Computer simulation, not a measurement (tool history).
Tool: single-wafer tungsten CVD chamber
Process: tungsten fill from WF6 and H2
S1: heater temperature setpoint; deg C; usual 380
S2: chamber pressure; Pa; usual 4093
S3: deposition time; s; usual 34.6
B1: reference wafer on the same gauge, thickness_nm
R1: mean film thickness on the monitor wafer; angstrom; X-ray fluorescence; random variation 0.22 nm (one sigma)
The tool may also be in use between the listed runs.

run	hour	S1	S2	S3	B1	R1
1	0.0	380	4440	34.6	74.859	732.86
2	9.9	380	4440	34.6	74.961	731.21
3	31.0	380	4093	34.6	74.958	710.27
4	41.5	380	4093	34.6	74.922	708.78
5	53.7	380	4093	34.6	74.943	705.22
6	60.4	380	4093	34.6	74.853	710.86
7	67.3	380	4093	34.6	74.977	709.02
8	79.2	380	4093	34.6	75.012	712.87
# hour 93.7: thermocouple changed; heater temperature recalibrated
9	94.2	387	4093	34.6	74.967	845.66
10	102.6	387	4093	34.6	74.979	850.35
# hour 119.1: gauge calibrated
11	120.4	387	4093	34.6	74.982	854.69
# hour 140.7: thermocouple changed; heater temperature recalibrated, repeated, since the last time left the tool worse
12	141.2	380	4093	31.8	74.806	599.56
13	155.4	391	4840	27.7	74.977	693.58
14	169.5	380	4093	34.6	74.885	658.52
# hour 178.9: showerhead replaced
15	181.1	380	4093	34.6	75.068	655.13
# hour 201.8: capacitance manometer re-zeroed and calibrated
16	202.3	366	4466	34.6	74.908	528.84
17	210.9	367	4093	34.6	74.858	518.76
18	228.7	388	3320	30.9	74.820	611.63

Forecast run 19:
19	235.5	393	4093	38.3	?	?

Run 19 gave B1 74.849, R1 906.47 angstrom.
Without the tool's hidden state the same run would have given R1 905.21 angstrom.
